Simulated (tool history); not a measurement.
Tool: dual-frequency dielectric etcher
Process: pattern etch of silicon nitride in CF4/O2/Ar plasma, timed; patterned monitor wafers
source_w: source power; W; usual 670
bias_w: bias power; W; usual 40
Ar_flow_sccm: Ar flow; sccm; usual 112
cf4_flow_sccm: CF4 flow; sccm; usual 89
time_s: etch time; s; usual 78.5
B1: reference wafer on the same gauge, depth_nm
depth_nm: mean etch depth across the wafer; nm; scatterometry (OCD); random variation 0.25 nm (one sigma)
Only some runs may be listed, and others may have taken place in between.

run 1 hour=0.0 | source_w=670 bias_w=40 Ar_flow_sccm=112 cf4_flow_sccm=89 time_s=78.5 | B1=190.9 | depth_nm=174.3
run 2 hour=0.4 | source_w=670 bias_w=40 Ar_flow_sccm=112 cf4_flow_sccm=89 time_s=78.5 | B1=191.0 | depth_nm=174.5
run 3 hour=0.7 | source_w=670 bias_w=40 Ar_flow_sccm=112 cf4_flow_sccm=89 time_s=78.5 | B1=191.0 | depth_nm=174.4
run 4 hour=8.5 | source_w=670 bias_w=40 Ar_flow_sccm=112 cf4_flow_sccm=89 time_s=78.5 | B1=191.0 | depth_nm=174.2
run 5 hour=18.2 | source_w=530 bias_w=35 Ar_flow_sccm=112 cf4_flow_sccm=89 time_s=78.5 | B1=191.1 | depth_nm=138.1
run 6 hour=37.8 | source_w=530 bias_w=35 Ar_flow_sccm=112 cf4_flow_sccm=89 time_s=78.5 | B1=190.9 | depth_nm=137.9
run 7 hour=50.1 | source_w=530 bias_w=35 Ar_flow_sccm=112 cf4_flow_sccm=89 time_s=78.5 | B1=190.9 | depth_nm=138.2
run 8 hour=58.1 | source_w=720 bias_w=40 Ar_flow_sccm=112 cf4_flow_sccm=89 time_s=67.5 | B1=191.0 | depth_nm=158.0
run 9 hour=73.5 | source_w=810 bias_w=40 Ar_flow_sccm=112 cf4_flow_sccm=89 time_s=71.0 | B1=191.1 | depth_nm=180.8
run 10 hour=85.0 | source_w=720 bias_w=40 Ar_flow_sccm=112 cf4_flow_sccm=89 time_s=67.5 | B1=191.0 | depth_nm=157.7
-- hour=93.4 bias power generator calibrated
run 11 hour=97.9 | source_w=670 bias_w=40 Ar_flow_sccm=132 cf4_flow_sccm=89 time_s=78.5 | B1=190.9 | depth_nm=167.4
-- hour=98.5 gauge calibrated
-- hour=107.1 Ar flow controller replaced
-- hour=108.3 CF4 flow controller replaced
run 12 hour=112.0 | source_w=670 bias_w=40 Ar_flow_sccm=92 cf4_flow_sccm=89 time_s=78.5 | B1=191.0 | depth_nm=173.3
run 13 hour=120.2 | source_w=720 bias_w=40 Ar_flow_sccm=112 cf4_flow_sccm=89 time_s=67.5 | B1=191.1 | depth_nm=153.6
run 14 hour=131.6 | source_w=570 bias_w=47 Ar_flow_sccm=112 cf4_flow_sccm=97 time_s=78.5 | B1=191.0 | depth_nm=168.2
run 15 hour=147.8 | source_w=670 bias_w=40 Ar_flow_sccm=132 cf4_flow_sccm=89 time_s=78.5 | B1=190.9 | depth_nm=168.1
-- hour=151.9 source power generator calibrated
run 16 hour=164.7 | source_w=670 bias_w=40 Ar_flow_sccm=112 cf4_flow_sccm=70 time_s=102.0 | B1=191.0 | depth_nm=211.6
run 17 hour=176.5 | source_w=670 bias_w=40 Ar_flow_sccm=112 cf4_flow_sccm=89 time_s=67.0 | B1=191.1 | depth_nm=145.7
run 18 hour=197.4 | source_w=670 bias_w=40 Ar_flow_sccm=112 cf4_flow_sccm=89 time_s=78.5 | B1=191.0 | depth_nm=170.3
run 19 hour=206.2 | source_w=610 bias_w=40 Ar_flow_sccm=138 cf4_flow_sccm=99 time_s=60.0 | B1=191.1 | depth_nm=122.3
run 20 hour=222.9 | source_w=710 bias_w=33 Ar_flow_sccm=112 cf4_flow_sccm=104 time_s=78.5 | B1=191.0 | depth_nm=165.6
run 21 hour=229.8 | source_w=670 bias_w=40 Ar_flow_sccm=112 cf4_flow_sccm=89 time_s=78.5 | B1=191.0 | depth_nm=170.6

4 options for the next run, each taken on its own from the tool as it stands now. Forecast them:
run A hour=230.2 | source_w=670 bias_w=40 Ar_flow_sccm=112 cf4_flow_sccm=89 time_s=78.5 | B1=? | depth_nm=?
run B hour=230.2 | source_w=780 bias_w=40 Ar_flow_sccm=85 cf4_flow_sccm=97 time_s=78.5 | B1=? | depth_nm=?
run C hour=230.2 | source_w=530 bias_w=43 Ar_flow_sccm=112 cf4_flow_sccm=80 time_s=78.5 | B1=? | depth_nm=?
run D hour=230.2 | source_w=760 bias_w=40 Ar_flow_sccm=112 cf4_flow_sccm=89 time_s=69.5 | B1=? | depth_nm=?

run=A B1=191.0 depth_nm=170.8
run=B B1=191.0 depth_nm=197.7
run=C B1=191.0 depth_nm=148.4
run=D B1=191.0 depth_nm=165.5
With no hidden state in the tool, these same runs would have given:
run=A depth_nm=169.2
run=B depth_nm=195.8
run=C depth_nm=147.0
run=D depth_nm=163.9
